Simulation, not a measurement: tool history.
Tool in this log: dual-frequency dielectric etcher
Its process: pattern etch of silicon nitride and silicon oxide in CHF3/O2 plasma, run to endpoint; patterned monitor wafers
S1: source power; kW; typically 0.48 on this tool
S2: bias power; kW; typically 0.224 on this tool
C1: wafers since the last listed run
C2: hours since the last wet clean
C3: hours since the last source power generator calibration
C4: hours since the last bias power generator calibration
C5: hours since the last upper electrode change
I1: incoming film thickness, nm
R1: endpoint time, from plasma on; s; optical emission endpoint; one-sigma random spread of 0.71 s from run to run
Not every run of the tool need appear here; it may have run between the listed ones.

run	hour	S1	S2	C1	C2	C3	C4	C5	I1	R1
1	0	0.48	0.243	0	311.5	1428.7	793.4	2309.3	304.2	203.7
2	25.4	0.48	0.211	168	336.9	1454.1	818.8	2334.7	301.5	212.7
3	56.3	0.48	0.211	204	367.8	1485	849.7	2365.6	302.2	212.9
4	92.1	0.39	0.261	236	403.6	1520.8	885.5	2401.4	304	209.9
5	126.2	0.39	0.261	225	437.7	1554.9	919.6	2435.5	305	210.4
6	154.6	0.48	0.224	187	466.1	1583.3	948	2463.9	304.4	208.7
# hour 190.1: wet clean of the chamber
7	190.6	0.48	0.224	79	0.5	1619.3	984	2499.9	306.2	211
8	199.5	0.48	0.224	58	9.4	1628.2	992.9	2508.8	303.3	207.7
9	216.4	0.48	0.224	111	26.3	1645.1	1009.8	2525.7	303.7	207.9
10	251	0.48	0.224	229	60.9	1679.7	1044.4	2560.3	303.6	208.7
11	276	0.48	0.224	165	85.9	1704.7	1069.4	2585.3	301.5	205.1
# hour 305.3: upper electrode replaced
12	305.8	0.48	0.224	38	115.7	1734.5	1099.2	0.5	304.2	208.9
13	324.7	0.48	0.224	125	134.6	1753.4	1118.1	19.4	305.5	208
14	344.2	0.48	0.224	129	154.1	1772.9	1137.6	38.9	303.8	209.6
15	368.7	0.56	0.188	162	178.6	1797.4	1162.1	63.4	301.8	209.5
16	388.1	0.48	0.264	128	198	1816.8	1181.5	82.8	301.9	192.9
17	405.3	0.48	0.256	113	215.2	1834	1198.7	100	305.2	197.5
18	418.1	0.48	0.224	84	228	1846.8	1211.5	112.8	302.3	206.6
19	435.1	0.39	0.245	112	245	1863.8	1228.5	129.8	305.1	214.6
20	467.9	0.48	0.25	217	277.8	1896.6	1261.3	162.6	303.3	199.6
21	499.2	0.43	0.205	207	309.1	1927.9	1292.6	193.9	302.6	221.5
# hour 542.9: source power generator calibrated
22	555.8	0.56	0.253	348	365.7	12.9	1349.2	250.5	306.1	189.4
23	576.4	0.48	0.18	136	386.3	33.5	1369.8	271.1	301.8	224.9
24	594.5	0.48	0.224	119	404.4	51.6	1387.9	289.2	304.8	207.1
25	606.9	0.48	0.224	82	416.8	64	1400.3	301.6	305.7	208.5
# hour 623.6: bias power generator calibrated
26	631.3	0.52	0.246	135	441.2	88.4	7.7	326	307	199.4
27	648.9	0.55	0.256	116	458.8	106	25.3	343.6	305	192.1
# hour 677: wet clean of the chamber
28	731.2	0.37	0.224	385	54.2	188.3	107.6	425.9	304.8	229.4
29	745.5	0.59	0.224	94	68.5	202.6	121.9	440.2	304.8	196
30	759.9	0.48	0.224	95	82.9	217	136.3	454.6	304.3	209.3
31	789.2	0.53	0.262	193	112.2	246.3	165.6	483.9	299.7	188.7
32	812	0.41	0.224	150	135	269.1	188.4	506.7	303.3	220.7
33	826.9	0.48	0.205	98	149.9	284	203.3	521.6	301.7	214.6
34	846.6	0.48	0.205	130	169.6	303.7	223	541.3	302.2	216.3

Same runs, no hidden state in the tool, same run-to-run variation:
Hidden state at play: etch rate over this chamber's usual, %; source power that arrives over what is set, %; bias power that arrives over what is set, %.
run	R1
1	205.5
2	214.5
3	214.8
4	212
5	212.6
6	210.9
7	213.3
8	210
9	210.2
10	211.2
11	207.6
12	211.6
13	210.6
14	212.3
15	212.1
16	195.6
17	200.3
18	209.4
19	217.7
20	202.6
21	224.8
22	192.4
23	228.3
24	210.5
25	211.9
26	200.1
27	192.7
28	230.4
29	196.9
30	210.3
31	189.8
32	221.9
33	215.8
34	217.5
